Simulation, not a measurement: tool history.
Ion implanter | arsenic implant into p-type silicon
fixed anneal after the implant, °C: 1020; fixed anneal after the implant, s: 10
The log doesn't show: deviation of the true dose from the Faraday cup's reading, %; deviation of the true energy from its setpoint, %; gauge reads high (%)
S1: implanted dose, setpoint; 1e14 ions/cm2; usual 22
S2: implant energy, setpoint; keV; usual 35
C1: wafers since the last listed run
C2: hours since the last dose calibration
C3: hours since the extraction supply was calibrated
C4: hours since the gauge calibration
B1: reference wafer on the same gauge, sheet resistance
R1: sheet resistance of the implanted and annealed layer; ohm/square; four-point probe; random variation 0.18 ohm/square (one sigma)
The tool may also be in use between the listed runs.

Run 1, hour 0: usual settings but S1 25.97 1e14 ions/cm2; C1 0; C2 426.6; C3 5384.6; C4 230.2; B1 68.57. Result: R1 81.73 ohm/square.
Run 2, hour 20: usual settings but S2 26.5 keV; C1 311; C2 446.6; C3 5404.6; C4 250.2; B1 68.61. Result: R1 95.66 ohm/square.
Run 3, hour 75.2: usual settings but S1 24.81 1e14 ions/cm2; C1 858; C2 501.8; C3 5459.8; C4 305.4; B1 68.6. Result: R1 82.38 ohm/square.
Run 4, hour 103.6: usual settings; C1 441; C2 530.2; C3 5488.2; C4 333.8; B1 68.58. Result: R1 84.52 ohm/square.
Run 5, hour 124.2: usual settings; C1 320; C2 550.8; C3 5508.8; C4 354.4; B1 68.61. Result: R1 84.7 ohm/square.
Run 6, hour 154.6: usual settings; C1 472; C2 581.2; C3 5539.2; C4 384.8; B1 68.6. Result: R1 84.55 ohm/square.
Run 7, hour 168.3: usual settings; C1 213; C2 594.9; C3 5552.9; C4 398.5; B1 68.61. Result: R1 84.22 ohm/square.
Run 8, hour 192.8: usual settings; C1 381; C2 619.4; C3 5577.4; C4 423; B1 68.59. Result: R1 84.44 ohm/square.
Run 9, hour 218.5: usual settings; C1 399; C2 645.1; C3 5603.1; C4 448.7; B1 68.61. Result: R1 83.93 ohm/square.
At hour 233.7: Faraday cup replaced and dose calibrated.
Run 10, hour 238.4: usual settings; C1 185; C2 4.7; C3 5623; C4 468.6; B1 68.61. Result: R1 85.01 ohm/square.
Run 11, hour 264.4: usual settings; C1 404; C2 30.7; C3 5649; C4 494.6; B1 68.6. Result: R1 85.32 ohm/square.
Run 12, hour 283.5: usual settings; C1 297; C2 49.8; C3 5668.1; C4 513.7; B1 68.61. Result: R1 85.31 ohm/square.
Run 13, hour 302.3: usual settings; C1 292; C2 68.6; C3 5686.9; C4 532.5; B1 68.59. Result: R1 85 ohm/square.
At hour 333.4: extraction supply calibrated.
Run 14, hour 336: usual settings; C1 399; C2 102.3; C3 2.6; C4 566.2; B1 68.6. Result: R1 85.04 ohm/square.
Run 15, hour 352.1: usual settings; C1 250; C2 118.4; C3 18.7; C4 582.3; B1 68.59. Result: R1 84.95 ohm/square.
Run 16, hour 384: usual settings; C1 496; C2 150.3; C3 50.6; C4 614.2; B1 68.61. Result: R1 85.01 ohm/square.
Run 17, hour 410.6: usual settings but S1 18.16 1e14 ions/cm2, S2 40.5 keV; C1 413; C2 176.9; C3 77.2; C4 640.8; B1 68.61. Result: R1 84.7 ohm/square.
Run 18, hour 439.4: usual settings but S1 25.75 1e14 ions/cm2, S2 29.5 keV; C1 448; C2 205.7; C3 106; C4 669.6; B1 68.59. Result: R1 89.42 ohm/square.
Run 19, hour 457.2: usual settings but S1 15.92 1e14 ions/cm2, S2 39 keV; C1 276; C2 223.5; C3 123.8; C4 687.4; B1 68.61. Result: R1 89.86 ohm/square.
Run 20, hour 481.2: usual settings but S1 18.57 1e14 ions/cm2, S2 45 keV; C1 373; C2 247.5; C3 147.8; C4 711.4; B1 68.59. Result: R1 80.93 ohm/square.
Run 21, hour 493.5: usual settings; C1 191; C2 259.8; C3 160.1; C4 723.7; B1 68.6. Result: R1 85.06 ohm/square.
Run 22, hour 516.2: usual settings but S1 25.53 1e14 ions/cm2, S2 43 keV; C1 353; C2 282.5; C3 182.8; C4 746.4; B1 68.57. Result: R1 74.52 ohm/square.
Run 23, hour 542.8: usual settings but S1 28.2 1e14 ions/cm2, S2 42.5 keV; C1 413; C2 309.1; C3 209.4; C4 773; B1 68.59. Result: R1 73.7 ohm/square.
Run 24, hour 557.2: usual settings but S1 17.56 1e14 ions/cm2, S2 28.5 keV; C1 224; C2 323.5; C3 223.8; C4 787.4; B1 68.61. Result: R1 97.74 ohm/square.
Run 25, hour 579.1: usual settings; C1 340; C2 345.4; C3 245.7; C4 809.3; B1 68.59. Result: R1 84.91 ohm/square.
At hour 587.4: gauge calibrated.
Run 26, hour 601.4: usual settings but S1 26.79 1e14 ions/cm2, S2 42 keV; C1 346; C2 367.7; C3 268; C4 14; B1 68.6. Result: R1 74.6 ohm/square.
Run 27, hour 620.4: usual settings but S1 19.39 1e14 ions/cm2; C1 295; C2 386.7; C3 287; C4 33; B1 68.61. Result: R1 87.82 ohm/square.
Run 28, hour 639.8: usual settings but S1 25.89 1e14 ions/cm2; C1 301; C2 406.1; C3 306.4; C4 52.4; B1 68.58. Result: R1 81.92 ohm/square.
Run 29, hour 658.2: usual settings but S1 17.07 1e14 ions/cm2, S2 44 keV; C1 286; C2 424.5; C3 324.8; C4 70.8; B1 68.58. Result: R1 83.5 ohm/square.
Run 30, hour 683.1: usual settings but S1 16.57 1e14 ions/cm2; C1 387; C2 449.4; C3 349.7; C4 95.7; B1 68.6. Result: R1 91.83 ohm/square.
Run 31, hour 719.7: usual settings but S1 25.38 1e14 ions/cm2, S2 46.5 keV; C1 569; C2 486; C3 386.3; C4 132.3; B1 68.59. Result: R1 71.98 ohm/square.
Run 32, hour 746.7: usual settings; C1 420; C2 513; C3 413.3; C4 159.3; B1 68.61. Result: R1 84.64 ohm/square.

The same runs without the tool's hidden state, with the same run-to-run variation:
run     R1
  1  82.19
  2  96.21
  3  82.95
  4  85.25
  5  85.45
  6  85.34
  7  85.02
  8  85.27
  9  84.78
 10  84.91
 11  85.24
 12  85.26
 13  84.98
 14  85.06
 15  84.99
 16  85.09
 17  84.88
 18  89.53
 19  90.18
 20  81.26
 21  85.28
 22  74.75
 23  73.92
 24  98.14
 25  85.24
 26  74.89
 27  88.29
 28  82.23
 29  84.23
 30  92.58
 31  72.47
 32  85.18
